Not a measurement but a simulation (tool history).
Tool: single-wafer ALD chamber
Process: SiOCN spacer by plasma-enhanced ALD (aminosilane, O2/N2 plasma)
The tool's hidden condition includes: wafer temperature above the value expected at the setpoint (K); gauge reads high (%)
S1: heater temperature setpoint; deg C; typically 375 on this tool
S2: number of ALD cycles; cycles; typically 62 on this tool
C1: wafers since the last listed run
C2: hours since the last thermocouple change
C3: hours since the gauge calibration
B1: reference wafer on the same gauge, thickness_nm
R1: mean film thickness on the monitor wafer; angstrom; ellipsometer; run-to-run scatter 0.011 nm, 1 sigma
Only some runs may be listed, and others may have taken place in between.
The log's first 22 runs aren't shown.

Run 23, hour 284.7: usual settings; C1 79; C2 31.8; C3 264.2; B1 4.899. Result: R1 42.23 angstrom.
Run 24, hour 299.2: usual settings but S1 369 deg C, S2 56 cycles; C1 65; C2 46.3; C3 278.7; B1 4.903. Result: R1 38.41 angstrom.
At hour 301.8: gauge calibrated.
Run 25, hour 312.9: usual settings but S1 384 deg C, S2 67 cycles; C1 62; C2 60; C3 11.1; B1 4.897. Result: R1 46.01 angstrom.
Run 26, hour 361.3: usual settings but S1 371 deg C; C1 220; C2 108.4; C3 59.5; B1 4.901. Result: R1 42.45 angstrom.
Run 27, hour 367.8: usual settings; C1 29; C2 114.9; C3 66; B1 4.899. Result: R1 42.46 angstrom.
Run 28, hour 376: usual settings but S1 382 deg C, S2 66 cycles; C1 37; C2 123.1; C3 74.2; B1 4.901. Result: R1 45.08 angstrom.
Run 29, hour 382.6: usual settings but S2 72 cycles; C1 30; C2 129.7; C3 80.8; B1 4.906. Result: R1 49.23 angstrom.
Run 30, hour 395.8: usual settings but S1 364 deg C, S2 59 cycles; C1 60; C2 142.9; C3 94; B1 4.896. Result: R1 40.34 angstrom.
Run 31, hour 408.5: usual settings but S2 74 cycles; C1 57; C2 155.6; C3 106.7; B1 4.901. Result: R1 50.74 angstrom.
Run 32, hour 421.1: usual settings; C1 57; C2 168.2; C3 119.3; B1 4.9. Result: R1 42.43 angstrom.
Run 33, hour 430.4: usual settings but S1 387 deg C, S2 66 cycles; C1 42; C2 177.5; C3 128.6; B1 4.901. Result: R1 45.07 angstrom.
Run 34, hour 444.5: usual settings; C1 64; C2 191.6; C3 142.7; B1 4.896. Result: R1 42.35 angstrom.
Run 35, hour 453.7: usual settings but S2 53 cycles; C1 41; C2 200.8; C3 151.9; B1 4.899. Result: R1 36.19 angstrom.
Run 36, hour 460: usual settings but S2 71 cycles; C1 28; C2 207.1; C3 158.2; B1 4.9. Result: R1 48.46 angstrom.
Run 37, hour 469.2: usual settings but S1 371 deg C, S2 51 cycles; C1 41; C2 216.3; C3 167.4; B1 4.9. Result: R1 34.89 angstrom.
Run 38, hour 480.2: usual settings but S1 371 deg C, S2 50 cycles; C1 50; C2 227.3; C3 178.4; B1 4.896. Result: R1 34.26 angstrom.
Run 39, hour 495.1: usual settings but S1 389 deg C, S2 70 cycles; C1 67; C2 242.2; C3 193.3; B1 4.9. Result: R1 48.02 angstrom.
Run 40, hour 504.9: usual settings but S1 368 deg C, S2 68 cycles; C1 44; C2 252; C3 203.1; B1 4.901. Result: R1 46.66 angstrom.
Run 41, hour 514.5: usual settings but S2 57 cycles; C1 43; C2 261.6; C3 212.7; B1 4.898. Result: R1 39.08 angstrom.
Run 42, hour 525.9: usual settings but S1 369 deg C, S2 70 cycles; C1 51; C2 273; C3 224.1; B1 4.9. Result: R1 47.91 angstrom.
Run 43, hour 540.6: usual settings but S1 364 deg C, S2 53 cycles; C1 66; C2 287.7; C3 238.8; B1 4.896. Result: R1 36.45 angstrom.

Each row is a separate what-if for the run after 43, all from the same tool condition, not one after another. Results?
Run A, hour 541.1: usual settings but S1 383 deg C; C1 2; C2 288.2; C3 239.3; B1 ?. Result: R1 ?.
Run B, hour 541.1: usual settings but S1 386 deg C, S2 74 cycles; C1 2; C2 288.2; C3 239.3; B1 ?. Result: R1 ?.
Run C, hour 541.1: usual settings but S1 380 deg C, S2 57 cycles; C1 2; C2 288.2; C3 239.3; B1 ?. Result: R1 ?.
Run D, hour 541.1: usual settings but S1 389 deg C, S2 72 cycles; C1 2; C2 288.2; C3 239.3; B1 ?. Result: R1 ?.

run     B1     R1
  A  4.895  42.39
  B  4.895  50.59
  C  4.895  38.97
  D  4.895  49.22
Stripped of hidden state, with their random variation kept, the same runs would have yielded:
run     R1
  A  42.39
  B  50.59
  C  38.97
  D  49.22
